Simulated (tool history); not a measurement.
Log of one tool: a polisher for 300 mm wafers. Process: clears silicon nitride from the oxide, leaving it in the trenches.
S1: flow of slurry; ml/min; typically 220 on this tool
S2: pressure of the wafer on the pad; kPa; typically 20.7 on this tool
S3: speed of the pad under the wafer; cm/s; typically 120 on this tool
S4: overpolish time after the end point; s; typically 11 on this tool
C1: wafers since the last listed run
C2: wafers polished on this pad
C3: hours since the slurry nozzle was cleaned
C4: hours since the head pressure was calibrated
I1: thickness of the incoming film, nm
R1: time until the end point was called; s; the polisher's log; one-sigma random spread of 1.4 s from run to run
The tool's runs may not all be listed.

run   hour   S1    S2   S3  S4   C1    C2     C3      C4     I1     R1
  1    0.0  220  20.7  120  11    0   836  695.1   860.4   99.0   86.6
  2   34.2  220  20.7  120  17  267  1103  729.3   894.6   98.3   87.5
  3   56.3  220  20.7  120  17  172  1276  751.4   916.7   98.7   90.7
      79.7  -- worn pad replaced by a new one
  4   85.1  220  20.7  120  11  193    42  780.2   945.5   99.1   88.6
  5  117.8  220  20.7  120  11  255   297  812.9   978.2  100.4   89.0
  6  130.0  220  20.7  120  11   95   393  825.1   990.4  101.4   90.9
  7  152.9  220  26.2  120  11  179   572  848.0  1013.3  101.3   74.2
  8  175.9  220  26.2  120  11  179   752  871.0  1036.3  100.3   73.1
     189.9  -- slurry nozzle cleaned
  9  190.4  220  26.2  120  11  105   857    0.5  1050.8   99.7   64.0
 10  222.1  220  20.7  120  11  247  1105   32.2  1082.5  100.6   79.4
     240.6  -- worn pad replaced by a new one
 11  241.1  185  20.7  120  11  117     3   51.2  1101.5   98.4   79.1
 12  270.1  170  20.7  102  11  226   230   80.2  1130.5   97.7   96.3
 13  283.2  280  20.7   94  16  102   333   93.3  1143.6  100.4  102.6
 14  302.8  220  20.7  120  11  153   486  112.9  1163.2   98.5   78.5
 15  330.9  220  20.7  120  11  219   706  141.0  1191.3   99.0   79.1
 16  354.9  185  24.8  154   4  187   894  165.0  1215.3  100.6   53.7
     366.6  -- head pressure recalibrated
 17  371.6  290  15.9   88  17  114  1009  181.7     5.0  100.1  137.0
 18  404.6  255  20.7  120  11  258  1267  214.7    38.0   99.2   78.9
     425.8  -- worn pad replaced by a new one
 19  428.8  190  22.8  120  11  158    23  238.9    62.2   98.5   75.6
 20  464.3  220  22.8  142  11  277   300  274.4    97.7   99.2   64.2
 21  482.2  220  26.2  120  11  140   440  292.3   115.6  102.3   66.9
 22  517.7  220  24.8  120  11  277   718  327.8   151.1  100.6   69.4

For each run, what was the tool's unlogged condition?
removal rate lost through wear of the pad, %: 0 on each run
deviation of the head's pressure from its setpoint, %: 0 on each run
H1: slurry flow missing at the pad, %
run    H1
  1  42.2
  2    44
  3  45.1
  4  46.6
  5  48.3
  6  48.9
  7  50.1
  8  51.3
  9  1.97
 10   3.6
 11  4.58
 12  6.08
 13  6.75
 14  7.76
 15  9.21
 16  10.4
 17  11.3
 18    13
 19  14.3
 20  16.1
 21    17
 22  18.8
